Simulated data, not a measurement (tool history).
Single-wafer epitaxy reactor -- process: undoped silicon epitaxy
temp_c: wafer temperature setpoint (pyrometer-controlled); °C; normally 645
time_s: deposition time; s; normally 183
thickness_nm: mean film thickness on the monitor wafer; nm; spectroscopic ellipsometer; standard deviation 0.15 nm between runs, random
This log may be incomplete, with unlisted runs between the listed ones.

| run | hour | temp_c | time_s | wafers since the last listed run | hours since the last pyrometer calibration | hours since the gauge calibration | read-back reference wafer on the same gauge, thickness_nm | thickness_nm |
|---|---|---|---|---|---|---|---|---|
| 1 | 0.0 | 652 | 183 | 0 | 1257.3 | 604.1 | 22.892 | 33.218 |
| 2 | 56.2 | 652 | 183 | 311 | 1313.5 | 660.3 | 22.859 | 33.301 |
| 3 | 98.1 | 652 | 183 | 231 | 1355.4 | 702.2 | 22.868 | 32.960 |
| 4 | 154.8 | 645 | 183 | 313 | 1412.1 | 758.9 | 22.886 | 28.925 |
| 5 | 207.9 | 645 | 183 | 293 | 1465.2 | 812.0 | 22.889 | 28.953 |
| 6 | 250.1 | 637 | 183 | 233 | 1507.4 | 854.2 | 22.929 | 24.724 |
| 7 | 274.4 | 645 | 183 | 134 | 1531.7 | 878.5 | 22.934 | 29.258 |
| 8 | 307.4 | 645 | 183 | 182 | 1564.7 | 911.5 | 22.848 | 28.983 |
| 9 | 358.7 | 645 | 183 | 283 | 1616.0 | 962.8 | 22.958 | 29.062 |
| 10 | 389.5 | 648 | 194 | 170 | 1646.8 | 993.6 | 22.934 | 32.528 |
| 11 | 415.9 | 648 | 194 | 146 | 1673.2 | 1020.0 | 22.924 | 32.651 |
| 12 | 443.6 | 648 | 194 | 153 | 1700.9 | 1047.7 | 22.924 | 33.027 |
| 13 | 473.5 | 645 | 183 | 165 | 1730.8 | 1077.6 | 22.898 | 29.480 |
| 14 | 499.8 | 645 | 183 | 145 | 1757.1 | 1103.9 | 22.875 | 29.040 |
| 15 | 552.3 | 645 | 183 | 290 | 1809.6 | 1156.4 | 22.913 | 29.033 |
| 16 | 610.0 | 645 | 183 | 319 | 1867.3 | 1214.1 | 22.922 | 29.219 |
| 17 | 678.1 | 645 | 183 | 376 | 1935.4 | 1282.2 | 22.908 | 29.182 |
| 18 | 728.0 | 638 | 183 | 276 | 1985.3 | 1332.1 | 22.910 | 25.520 |
| 19 | 779.9 | 638 | 183 | 287 | 2037.2 | 1384.0 | 22.889 | 25.494 |
| 20 | 855.5 | 645 | 183 | 418 | 2112.8 | 1459.6 | 22.930 | 29.065 |
| 21 | 900.5 | 639 | 163 | 249 | 2157.8 | 1504.6 | 22.947 | 23.255 |
| 22 | 951.0 | 650 | 153 | 279 | 2208.3 | 1555.1 | 22.880 | 27.188 |
| 23 | 1000.2 | 645 | 183 | 272 | 2257.5 | 1604.3 | 22.905 | 28.967 |
| 24 | 1045.7 | 645 | 183 | 251 | 2303.0 | 1649.8 | 22.874 | 29.207 |
| 25 | 1072.7 | 652 | 152 | 149 | 2330.0 | 1676.8 | 22.920 | 27.713 |
| 26 | 1144.5 | 650 | 183 | 397 | 2401.8 | 1748.6 | 22.866 | 32.109 |
|  | 1169.8 | pyrometer calibrated |
| 27 | 1183.0 | 636 | 214 | 168 | 13.2 | 1787.1 | 22.889 | 28.020 |
| 28 | 1215.9 | 645 | 167 | 182 | 46.1 | 1820.0 | 22.884 | 26.009 |
| 29 | 1262.9 | 640 | 200 | 260 | 93.1 | 1867.0 | 22.862 | 28.394 |
|  | 1264.8 | gauge calibrated |
| 30 | 1302.7 | 645 | 183 | 220 | 132.9 | 37.9 | 22.880 | 28.284 |
| 31 | 1341.9 | 645 | 159 | 216 | 172.1 | 77.1 | 22.913 | 24.988 |
| 32 | 1378.8 | 654 | 156 | 204 | 209.0 | 114.0 | 22.891 | 29.034 |
| 33 | 1441.3 | 645 | 198 | 345 | 271.5 | 176.5 | 22.877 | 30.806 |
| 34 | 1493.2 | 645 | 173 | 287 | 323.4 | 228.4 | 22.880 | 26.714 |
| 35 | 1560.9 | 645 | 215 | 374 | 391.1 | 296.1 | 22.980 | 33.669 |
| 36 | 1622.6 | 658 | 214 | 341 | 452.8 | 357.8 | 22.911 | 42.827 |
| 37 | 1694.5 | 645 | 183 | 397 | 524.7 | 429.7 | 22.925 | 28.551 |
| 38 | 1731.3 | 645 | 183 | 203 | 561.5 | 466.5 | 22.882 | 28.827 |

Give the tool's hidden conditions for every run:
gauge reads high (%): 0 at every run
H1: wafer temperature above the value expected at the setpoint (K)
| run | H1 |
|---|---|
| 1 | 0.866 |
| 2 | 0.904 |
| 3 | 0.932 |
| 4 | 0.97 |
| 5 | 1.01 |
| 6 | 1.03 |
| 7 | 1.05 |
| 8 | 1.07 |
| 9 | 1.11 |
| 10 | 1.13 |
| 11 | 1.15 |
| 12 | 1.16 |
| 13 | 1.18 |
| 14 | 1.2 |
| 15 | 1.24 |
| 16 | 1.28 |
| 17 | 1.32 |
| 18 | 1.36 |
| 19 | 1.39 |
| 20 | 1.44 |
| 21 | 1.47 |
| 22 | 1.51 |
| 23 | 1.54 |
| 24 | 1.57 |
| 25 | 1.59 |
| 26 | 1.64 |
| 27 | 0.109 |
| 28 | 0.132 |
| 29 | 0.163 |
| 30 | 0.19 |
| 31 | 0.216 |
| 32 | 0.241 |
| 33 | 0.283 |
| 34 | 0.318 |
| 35 | 0.364 |
| 36 | 0.405 |
| 37 | 0.453 |
| 38 | 0.478 |

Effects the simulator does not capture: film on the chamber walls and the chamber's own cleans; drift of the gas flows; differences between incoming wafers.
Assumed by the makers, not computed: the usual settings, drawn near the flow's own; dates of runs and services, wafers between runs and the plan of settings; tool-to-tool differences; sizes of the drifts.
